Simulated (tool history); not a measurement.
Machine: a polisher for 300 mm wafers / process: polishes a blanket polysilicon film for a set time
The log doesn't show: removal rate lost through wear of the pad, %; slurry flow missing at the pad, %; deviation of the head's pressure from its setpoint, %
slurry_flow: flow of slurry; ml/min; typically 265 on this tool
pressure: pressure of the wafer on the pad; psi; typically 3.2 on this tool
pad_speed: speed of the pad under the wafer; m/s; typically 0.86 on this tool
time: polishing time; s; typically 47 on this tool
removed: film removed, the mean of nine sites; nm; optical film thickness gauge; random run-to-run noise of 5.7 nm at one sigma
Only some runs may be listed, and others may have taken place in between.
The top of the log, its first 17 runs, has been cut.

run,hour,slurry_flow,pressure,pad_speed,time,wafers since the last listed run,wafers polished on this pad,hours since the slurry nozzle was cleaned,hours since the head pressure was calibrated,"incoming thickness of the incoming film, nm",removed
18,201.7,310,2.3,0.58,56,104,347,60.5,1209.7,1119.5,285.5
19,208.7,215,2.2,0.86,47,52,399,67.5,1216.7,1113.6,278.3
20,215.3,265,3.2,1.08,47,49,448,74.1,1223.3,1103.2,431.7
21,232.3,265,3.2,0.86,47,126,574,91.1,1240.3,1099.2,372.1
22,244.6,340,3.2,0.86,47,91,666,103.4,1252.6,1104.2,361.9
23,252.3,300,2.9,1.10,47,57,723,111.1,1260.3,1104.6,396.3
24,260.7,310,2.4,0.76,54,62,786,119.5,1268.7,1099.2,305.5
25,273.3,265,2.4,0.94,47,93,880,132.1,1281.3,1094.7,293.3
# hour 290.0: worn pad replaced by a new one
26,290.5,265,3.2,0.86,58,98,3,149.3,1298.5,1105.2,475.8
27,298.4,265,3.2,0.86,47,58,62,157.2,1306.4,1112.4,378.5
28,312.5,265,2.6,0.86,47,104,167,171.3,1320.5,1103.5,326.1
# hour 322.5: head pressure recalibrated
29,328.2,225,3.2,0.66,47,101,269,187.0,5.7,1087.9,330.2
30,337.9,265,2.4,0.86,58,72,341,196.7,15.4,1124.5,378.5
31,345.1,265,3.7,0.86,47,53,395,203.9,22.6,1097.6,416.3
32,355.8,235,3.2,0.70,31,79,475,214.6,33.3,1097.6,216.7
33,367.1,265,3.2,0.86,47,84,559,225.9,44.6,1103.4,374.7
34,388.7,360,2.3,0.86,47,160,720,247.5,66.2,1085.4,283.7
35,395.8,265,2.4,0.86,47,52,772,254.6,73.3,1112.9,282.5
# hour 402.0: worn pad replaced by a new one
36,411.3,220,3.2,1.10,59,85,69,270.1,88.8,1099.9,549.0
37,454.4,335,3.9,1.04,58,320,389,313.2,131.9,1110.7,622.9

4 options for the next run, each taken on its own from the tool as it stands now. Forecast them:
A,454.8,265,3.2,0.86,47,2,392,313.6,132.3,1105.9,?
B,454.8,360,3.7,0.86,47,2,392,313.6,132.3,1105.9,?
C,454.8,295,3.2,0.86,47,2,392,313.6,132.3,1105.9,?
D,454.8,265,3.2,0.86,43,2,392,313.6,132.3,1105.9,?

run,removed
A,362.3
B,416.1
C,364.7
D,331.5
Had the tool no hidden state, the same runs would have come out as:
run,removed
A,377.7
B,433.9
C,380.3
D,345.6
